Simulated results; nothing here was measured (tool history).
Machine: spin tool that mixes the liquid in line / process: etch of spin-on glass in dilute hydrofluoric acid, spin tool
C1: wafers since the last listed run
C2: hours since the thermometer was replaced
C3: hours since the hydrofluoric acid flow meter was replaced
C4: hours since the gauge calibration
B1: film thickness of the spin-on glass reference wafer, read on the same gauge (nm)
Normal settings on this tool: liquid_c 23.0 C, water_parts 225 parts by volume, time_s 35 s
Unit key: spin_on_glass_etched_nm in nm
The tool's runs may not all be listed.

Run 1, hour 0.0: usual settings; C1 0; C2 1959.1; C3 195.1; C4 1344.2; B1 103.153. Result: spin_on_glass_etched_nm 4.880 nm.
Run 2, hour 59.1: usual settings; C1 924; C2 2018.2; C3 254.2; C4 1403.3; B1 103.433. Result: spin_on_glass_etched_nm 5.010 nm.
Run 3, hour 134.0: usual settings but time_s 30 s; C1 1171; C2 2093.1; C3 329.1; C4 1478.2; B1 103.871. Result: spin_on_glass_etched_nm 4.278 nm.
Run 4, hour 204.4: usual settings but time_s 30 s; C1 1101; C2 2163.5; C3 399.5; C4 1548.6; B1 104.311. Result: spin_on_glass_etched_nm 4.333 nm.
Run 5, hour 250.4: usual settings but time_s 30 s; C1 719; C2 2209.5; C3 445.5; C4 1594.6; B1 104.580. Result: spin_on_glass_etched_nm 4.274 nm.
Run 6, hour 322.1: usual settings; C1 1121; C2 2281.2; C3 517.2; C4 1666.3; B1 105.028. Result: spin_on_glass_etched_nm 4.967 nm.
Run 7, hour 425.0: usual settings; C1 1609; C2 2384.1; C3 620.1; C4 1769.2; B1 105.684. Result: spin_on_glass_etched_nm 5.122 nm.
At hour 456.6: hydrofluoric acid flow meter replaced.
Run 8, hour 485.7: usual settings; C1 933; C2 2444.8; C3 29.1; C4 1829.9; B1 106.074. Result: spin_on_glass_etched_nm 5.108 nm.
Run 9, hour 567.7: usual settings but water_parts 165 parts by volume; C1 1282; C2 2526.8; C3 111.1; C4 1911.9; B1 106.674. Result: spin_on_glass_etched_nm 7.410 nm.
Run 10, hour 663.2: usual settings but water_parts 165 parts by volume; C1 1494; C2 2622.3; C3 206.6; C4 2007.4; B1 107.398. Result: spin_on_glass_etched_nm 7.570 nm.
At hour 709.3: gauge calibrated.
Run 11, hour 745.5: usual settings but water_parts 165 parts by volume; C1 1287; C2 2704.6; C3 288.9; C4 36.2; B1 100.297. Result: spin_on_glass_etched_nm 6.955 nm.
Run 12, hour 832.7: usual settings but water_parts 170 parts by volume, time_s 40 s; C1 1364; C2 2791.8; C3 376.1; C4 123.4; B1 100.350. Result: spin_on_glass_etched_nm 7.800 nm.
Run 13, hour 930.7: usual settings but water_parts 170 parts by volume, time_s 40 s; C1 1533; C2 2889.8; C3 474.1; C4 221.4; B1 100.376. Result: spin_on_glass_etched_nm 7.657 nm.
Run 14, hour 972.5: usual settings; C1 653; C2 2931.6; C3 515.9; C4 263.2; B1 100.437. Result: spin_on_glass_etched_nm 4.792 nm.
Run 15, hour 1017.5: usual settings; C1 704; C2 2976.6; C3 560.9; C4 308.2; B1 100.488. Result: spin_on_glass_etched_nm 4.850 nm.
Run 16, hour 1170.2: usual settings; C1 2388; C2 3129.3; C3 713.6; C4 460.9; B1 100.699. Result: spin_on_glass_etched_nm 4.886 nm.
At hour 1194.0: hydrofluoric acid flow meter replaced.
Run 17, hour 1232.4: usual settings but liquid_c 25.5 C, water_parts 330 parts by volume, time_s 30 s; C1 957; C2 3191.5; C3 38.4; C4 523.1; B1 100.793. Result: spin_on_glass_etched_nm 2.812 nm.
At hour 1245.0: thermometer replaced.
Run 18, hour 1318.3: usual settings but liquid_c 18.0 C, time_s 45 s; C1 1328; C2 73.3; C3 124.3; C4 609.0; B1 100.986. Result: spin_on_glass_etched_nm 5.055 nm.
Run 19, hour 1387.2: usual settings but liquid_c 18.0 C, water_parts 300 parts by volume, time_s 20 s; C1 1077; C2 142.2; C3 193.2; C4 677.9; B1 101.177. Result: spin_on_glass_etched_nm 1.617 nm.
Run 20, hour 1457.9: usual settings but time_s 55 s; C1 1106; C2 212.9; C3 263.9; C4 748.6; B1 101.394. Result: spin_on_glass_etched_nm 7.697 nm.
Run 21, hour 1536.5: usual settings; C1 1229; C2 291.5; C3 342.5; C4 827.2; B1 101.607. Result: spin_on_glass_etched_nm 4.832 nm.
Run 22, hour 1581.2: usual settings but water_parts 260 parts by volume; C1 699; C2 336.2; C3 387.2; C4 871.9; B1 101.749. Result: spin_on_glass_etched_nm 4.047 nm.
Run 23, hour 1676.9: usual settings but water_parts 195 parts by volume; C1 1497; C2 431.9; C3 482.9; C4 967.6; B1 102.073. Result: spin_on_glass_etched_nm 5.793 nm.
Run 24, hour 1766.6: usual settings but liquid_c 25.5 C, water_parts 260 parts by volume, time_s 50 s; C1 1403; C2 521.6; C3 572.6; C4 1057.3; B1 102.442. Result: spin_on_glass_etched_nm 6.446 nm.
Run 25, hour 1858.7: usual settings; C1 1440; C2 613.7; C3 664.7; C4 1149.4; B1 102.847. Result: spin_on_glass_etched_nm 4.945 nm.
At hour 1892.1: hydrofluoric acid flow meter replaced.
Run 26, hour 1897.4: usual settings but liquid_c 26.0 C, time_s 20 s; C1 589; C2 652.4; C3 5.3; C4 1188.1; B1 103.009. Result: spin_on_glass_etched_nm 3.128 nm.
Run 27, hour 1999.1: usual settings; C1 1591; C2 754.1; C3 107.0; C4 1289.8; B1 103.472. Result: spin_on_glass_etched_nm 5.055 nm.
Run 28, hour 2104.2: usual settings but time_s 25 s; C1 1644; C2 859.2; C3 212.1; C4 1394.9; B1 104.057. Result: spin_on_glass_etched_nm 3.581 nm.
Run 29, hour 2183.6: usual settings but liquid_c 18.0 C, time_s 45 s; C1 1242; C2 938.6; C3 291.5; C4 1474.3; B1 104.431. Result: spin_on_glass_etched_nm 5.442 nm.
Run 30, hour 2271.4: usual settings but water_parts 300 parts by volume, time_s 50 s; C1 1373; C2 1026.4; C3 379.3; C4 1562.1; B1 104.948. Result: spin_on_glass_etched_nm 5.026 nm.
Run 31, hour 2337.1: usual settings; C1 1027; C2 1092.1; C3 445.0; C4 1627.8; B1 105.380. Result: spin_on_glass_etched_nm 5.057 nm.
Run 32, hour 2383.9: usual settings but liquid_c 21.0 C, water_parts 320 parts by volume; C1 732; C2 1138.9; C3 491.8; C4 1674.6; B1 105.699. Result: spin_on_glass_etched_nm 3.076 nm.

The same runs without the tool's hidden state, with the same run-to-run variation:
Unlogged tool condition in this case: liquid hotter than its thermometer reads (K); hydrofluoric acid flow above the setpoint (%); gauge reads high (%).
run  spin_on_glass_etched_nm
  1                    4.732
  2                    4.844
  3                    4.119
  4                    4.155
  5                    4.088
  6                    4.731
  7                    4.847
  8                    4.814
  9                    6.946
 10                    7.048
 11                    6.934
 12                    7.774
 13                    7.627
 14                    4.771
 15                    4.827
 16                    4.852
 17                    2.789
 18                    5.004
 19                    1.599
 20                    7.593
 21                    4.755
 22                    3.977
 23                    5.674
 24                    6.292
 25                    4.809
 26                    3.037
 27                    4.884
 28                    3.442
 29                    5.209
 30                    4.787
 31                    4.798
 32                    2.910

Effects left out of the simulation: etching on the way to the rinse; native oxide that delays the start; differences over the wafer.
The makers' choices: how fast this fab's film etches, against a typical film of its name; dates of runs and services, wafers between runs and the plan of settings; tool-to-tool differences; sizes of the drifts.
